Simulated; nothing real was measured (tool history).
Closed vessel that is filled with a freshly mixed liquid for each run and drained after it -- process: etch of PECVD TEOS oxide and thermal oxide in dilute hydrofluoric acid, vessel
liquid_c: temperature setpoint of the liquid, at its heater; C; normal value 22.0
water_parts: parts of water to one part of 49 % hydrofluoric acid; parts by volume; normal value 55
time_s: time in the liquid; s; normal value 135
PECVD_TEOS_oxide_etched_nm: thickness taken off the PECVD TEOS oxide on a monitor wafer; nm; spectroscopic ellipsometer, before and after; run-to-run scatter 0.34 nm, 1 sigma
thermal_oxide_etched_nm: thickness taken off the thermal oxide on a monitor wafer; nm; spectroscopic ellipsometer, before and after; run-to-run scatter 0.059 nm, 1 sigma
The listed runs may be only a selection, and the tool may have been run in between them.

| run | hour | liquid_c | water_parts | time_s | read-back film thickness of the PECVD TEOS oxide reference wafer, read on the same gauge (nm) | read-back film thickness of the thermal oxide reference wafer, read on the same gauge (nm) | PECVD_TEOS_oxide_etched_nm | thermal_oxide_etched_nm |
|---|---|---|---|---|---|---|---|---|
| 1 | 0.0 | 22.0 | 55 | 135 | 59.99 | 29.98 | 34.68 | 11.19 |
| 2 | 20.9 | 22.0 | 65 | 135 | 60.01 | 30.01 | 29.69 | 9.29 |
| 3 | 37.7 | 20.0 | 55 | 135 | 59.99 | 30.02 | 31.96 | 10.16 |
| 4 | 45.7 | 22.0 | 35 | 205 | 60.01 | 29.99 | 84.21 | 27.15 |
| 5 | 60.7 | 22.0 | 55 | 135 | 60.01 | 30.01 | 34.89 | 11.12 |
|  | 75.0 | gauge calibrated |
|  | 89.9 | thermometer replaced |
| 6 | 113.2 | 18.5 | 55 | 65 | 59.99 | 30.01 | 14.53 | 4.58 |
| 7 | 120.2 | 22.0 | 35 | 75 | 60.02 | 29.98 | 31.45 | 9.93 |
| 8 | 134.1 | 22.0 | 55 | 185 | 60.01 | 29.98 | 48.13 | 14.99 |
| 9 | 147.2 | 22.0 | 55 | 135 | 59.97 | 30.01 | 34.71 | 10.96 |
| 10 | 159.6 | 22.0 | 55 | 135 | 59.97 | 29.98 | 34.73 | 10.90 |
| 11 | 170.0 | 24.5 | 55 | 135 | 60.03 | 30.00 | 38.16 | 12.25 |
| 12 | 185.2 | 22.0 | 40 | 160 | 59.95 | 29.99 | 57.23 | 18.32 |
| 13 | 194.4 | 22.0 | 80 | 135 | 60.01 | 30.01 | 23.07 | 7.28 |
|  | 203.8 | hydrofluoric acid flow meter replaced |
| 14 | 204.3 | 25.0 | 65 | 165 | 59.99 | 30.01 | 45.93 | 14.63 |
| 15 | 220.6 | 22.0 | 40 | 90 | 59.99 | 29.99 | 36.66 | 11.74 |
| 16 | 238.5 | 23.5 | 65 | 55 | 60.03 | 30.01 | 14.31 | 4.58 |
| 17 | 249.5 | 22.0 | 55 | 135 | 59.99 | 29.97 | 39.86 | 12.66 |
| 18 | 263.3 | 23.5 | 55 | 135 | 59.98 | 29.99 | 41.92 | 13.45 |
| 19 | 276.0 | 22.0 | 70 | 135 | 59.99 | 30.02 | 30.71 | 9.72 |
| 20 | 291.0 | 25.0 | 65 | 165 | 60.01 | 30.00 | 46.10 | 14.60 |
| 21 | 299.5 | 22.0 | 55 | 215 | 60.00 | 30.01 | 62.22 | 20.15 |
| 22 | 313.9 | 19.0 | 70 | 135 | 59.96 | 29.99 | 27.03 | 8.55 |
| 23 | 331.8 | 22.0 | 80 | 135 | 59.99 | 30.01 | 26.21 | 8.38 |
| 24 | 345.2 | 20.0 | 55 | 135 | 59.98 | 30.00 | 35.63 | 11.61 |
| 25 | 356.7 | 17.5 | 55 | 135 | 60.02 | 30.02 | 33.03 | 10.40 |

What if the next run were any one of these 5? Each begins from the tool's condition after run 25:
| A | 357.4 | 18.5 | 55 | 135 | ? | ? | ? | ? |
| B | 357.4 | 22.0 | 30 | 200 | ? | ? | ? | ? |
| C | 357.4 | 22.0 | 55 | 200 | ? | ? | ? | ? |
| D | 357.4 | 25.5 | 65 | 215 | ? | ? | ? | ? |
| E | 357.4 | 26.0 | 70 | 185 | ? | ? | ? | ? |

| run | read-back film thickness of the PECVD TEOS oxide reference wafer, read on the same gauge (nm) | read-back film thickness of the thermal oxide reference wafer, read on the same gauge (nm) | PECVD_TEOS_oxide_etched_nm | thermal_oxide_etched_nm |
|---|---|---|---|---|
| A | 60.00 | 30.01 | 34.35 | 10.97 |
| B | 60.00 | 30.01 | 111.66 | 35.66 |
| C | 60.00 | 30.01 | 58.99 | 18.84 |
| D | 60.00 | 30.01 | 61.10 | 19.51 |
| E | 60.00 | 30.01 | 49.47 | 15.80 |
With the hidden condition removed and each run's random variation left untouched, the same runs would have given:
| run | PECVD_TEOS_oxide_etched_nm | thermal_oxide_etched_nm |
|---|---|---|
| A | 34.84 | 11.13 |
| B | 113.25 | 36.16 |
| C | 59.84 | 19.11 |
| D | 62.00 | 19.80 |
| E | 50.20 | 16.03 |
